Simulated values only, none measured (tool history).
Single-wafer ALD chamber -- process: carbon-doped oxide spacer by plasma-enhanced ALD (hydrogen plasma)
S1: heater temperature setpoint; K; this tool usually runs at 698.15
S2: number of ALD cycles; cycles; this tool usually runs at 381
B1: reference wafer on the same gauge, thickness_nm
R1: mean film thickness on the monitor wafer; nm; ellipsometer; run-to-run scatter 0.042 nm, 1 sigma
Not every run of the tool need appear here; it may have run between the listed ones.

Run 1, hour 0.0: usual settings but S1 702.15 K, S2 404 cycles; B1 13.478. Result: R1 17.606 nm.
Run 2, hour 30.7: usual settings but S1 694.15 K; B1 13.468. Result: R1 17.037 nm.
Run 3, hour 59.0: usual settings but S1 694.15 K; B1 13.463. Result: R1 16.973 nm.
At hour 114.6: gauge calibrated.
Run 4, hour 127.4: usual settings but S1 689.15 K; B1 13.345. Result: R1 17.084 nm.
Run 5, hour 196.2: usual settings but S1 702.15 K; B1 13.415. Result: R1 16.483 nm.
Run 6, hour 258.9: usual settings but S1 702.15 K; B1 13.453. Result: R1 16.564 nm.
Run 7, hour 302.3: usual settings but S1 702.15 K; B1 13.470. Result: R1 16.643 nm.
Run 8, hour 352.5: usual settings; B1 13.471. Result: R1 16.830 nm.
Run 9, hour 382.9: usual settings but S1 704.15 K, S2 347 cycles; B1 13.477. Result: R1 15.021 nm.
Run 10, hour 432.5: usual settings but S1 686.15 K, S2 420 cycles; B1 13.486. Result: R1 19.260 nm.
At hour 483.5: thermocouple changed; heater temperature recalibrated.
Run 11, hour 491.0: usual settings but S1 684.15 K; B1 13.486. Result: R1 17.611 nm.
At hour 505.3: gauge calibrated.
Run 12, hour 535.6: usual settings; B1 13.378. Result: R1 16.655 nm.
Run 13, hour 577.2: usual settings but S1 690.15 K, S2 330 cycles; B1 13.413. Result: R1 14.934 nm.
Run 14, hour 604.8: usual settings but S1 689.15 K, S2 339 cycles; B1 13.427. Result: R1 15.292 nm.
Run 15, hour 660.2: usual settings; B1 13.458. Result: R1 16.831 nm.
Run 16, hour 717.0: usual settings but S1 710.15 K, S2 352 cycles; B1 13.467. Result: R1 14.999 nm.
Run 17, hour 763.4: usual settings; B1 13.493. Result: R1 16.830 nm.

4 options for the next run, each taken on its own from the tool as it stands now. Forecast them:
Run A, hour 764.4: usual settings but S1 711.15 K; B1 ?. Result: R1 ?.
Run B, hour 764.4: usual settings but S1 686.15 K, S2 424 cycles; B1 ?. Result: R1 ?.
Run C, hour 764.4: usual settings but S1 690.15 K, S2 451 cycles; B1 ?. Result: R1 ?.
Run D, hour 764.4: usual settings but S1 690.15 K, S2 354 cycles; B1 ?. Result: R1 ?.

run      B1      R1
  A  13.503  16.150
  B  13.503  19.378
  C  13.503  20.373
  D  13.503  15.991
Without the tool's hidden state the same runs would have given:
run      R1
  A  15.918
  B  19.099
  C  20.079
  D  15.761
